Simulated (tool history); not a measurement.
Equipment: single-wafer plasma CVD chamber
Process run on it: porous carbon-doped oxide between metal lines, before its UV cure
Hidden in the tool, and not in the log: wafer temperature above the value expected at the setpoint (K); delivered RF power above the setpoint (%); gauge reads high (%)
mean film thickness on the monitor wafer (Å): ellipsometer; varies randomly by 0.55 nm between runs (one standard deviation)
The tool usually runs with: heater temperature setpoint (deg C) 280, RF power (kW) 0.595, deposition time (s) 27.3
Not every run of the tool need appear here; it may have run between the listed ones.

run    hour  heater temperature setpoint (deg C)  RF power (kW)  deposition time (s)  wafers since the last listed run  hours since the last thermocouple change  hours since the last RF generator calibration  hours since the showerhead was replaced  hours since the gauge calibration  read-back reference wafer on the same gauge, thickness_nm  mean film thickness on the monitor wafer (Å)
  1     0.0                                  280          0.595                 29.6                                 0                                     512.6                                          871.1                                   5385.6                              819.2                                                    174.001                                       1565.02
  2    30.9                                  280          0.515                 27.3                               828                                     543.5                                          902.0                                   5416.5                              850.1                                                    173.981                                       1291.42
  3    77.1                                  280          0.515                 27.3                              1238                                     589.7                                          948.2                                   5462.7                              896.3                                                    173.937                                       1292.22
  4   143.3                                  280          0.595                 27.3                              1775                                     655.9                                         1014.4                                   5528.9                              962.5                                                    173.873                                       1441.84
  5   167.7                                  280          0.595                 27.3                               654                                     680.3                                         1038.8                                   5553.3                              986.9                                                    173.807                                       1450.36
  6   212.2                                  280          0.595                 27.3                              1193                                     724.8                                         1083.3                                   5597.8                             1031.4                                                    173.878                                       1451.37
  7   241.3                                  280          0.595                 27.3                               780                                     753.9                                         1112.4                                   5626.9                             1060.5                                                    174.052                                       1442.45
      394.7  -- showerhead replaced
  8   426.8                                  280          0.595                 27.3                              4759                                     939.4                                         1297.9                                     32.1                             1246.0                                                    174.010                                       1432.77
  9   498.2                                  280          0.595                 27.3                              1914                                    1010.8                                         1369.3                                    103.5                             1317.4                                                    174.028                                       1438.53
      533.6  -- thermocouple changed; heater temperature recalibrated
 10   564.5                                  280          0.595                 27.3                              1563                                      30.9                                         1435.6                                    169.8                             1383.7                                                    174.062                                       1424.79
 11   614.3                                  280          0.595                 29.8                              1335                                      80.7                                         1485.4                                    219.6                             1433.5                                                    173.989                                       1564.96
 12   663.9                                  280          0.595                 27.3                              1329                                     130.3                                         1535.0                                    269.2                             1483.1                                                    174.000                                       1441.21
      703.7  -- gauge calibrated
 13   706.5                                  280          0.545                 29.1                              1142                                     172.9                                         1577.6                                    311.8                                2.8                                                    174.022                                       1418.16
 14   770.3                                  280          0.595                 28.9                              1710                                     236.7                                         1641.4                                    375.6                               66.6                                                    174.025                                       1509.86
 15   804.7                                  265          0.695                 29.0                               922                                     271.1                                         1675.8                                    410.0                              101.0                                                    174.023                                       1878.48
 16   844.5                                  290          0.675                 29.5                              1067                                     310.9                                         1715.6                                    449.8                              140.8                                                    173.946                                       1601.56
      860.5  -- RF generator calibrated
 17   876.5                                  280          0.515                 27.3                               643                                     342.9                                           16.0                                    481.8                              172.8                                                    174.098                                       1358.74
 18   931.3                                  280          0.595                 27.3                              1469                                     397.7                                           70.8                                    536.6                              227.6                                                    174.067                                       1518.34
 19   996.8                                  280          0.685                 30.6                              1756                                     463.2                                          136.3                                    602.1                              293.1                                                    174.100                                       1883.28
 20  1039.3                                  269          0.480                 22.2                              1139                                     505.7                                          178.8                                    644.6                              335.6                                                    174.024                                       1101.39
 21  1101.4                                  280          0.595                 27.3                              1665                                     567.8                                          240.9                                    706.7                              397.7                                                    173.948                                       1498.04
 22  1155.4                                  280          0.545                 23.7                              1447                                     621.8                                          294.9                                    760.7                              451.7                                                    174.008                                       1220.43

Give the tool's hidden conditions for every run:
wafer temperature above the value expected at the setpoint (K): 0, the same for each run
gauge reads high (%): 0, the same for each run
H1: delivered RF power above the setpoint (%)
run      H1
  1   -6.53
  2   -6.63
  3   -6.77
  4   -6.96
  5   -7.02
  6   -7.13
  7    -7.2
  8   -7.56
  9   -7.67
 10   -7.77
 11   -7.83
 12   -7.89
 13   -7.94
 14      -8
 15   -8.04
 16   -8.07
 17  -0.316
 18   -1.01
 19   -1.76
 20   -2.21
 21   -2.81
 22   -3.28

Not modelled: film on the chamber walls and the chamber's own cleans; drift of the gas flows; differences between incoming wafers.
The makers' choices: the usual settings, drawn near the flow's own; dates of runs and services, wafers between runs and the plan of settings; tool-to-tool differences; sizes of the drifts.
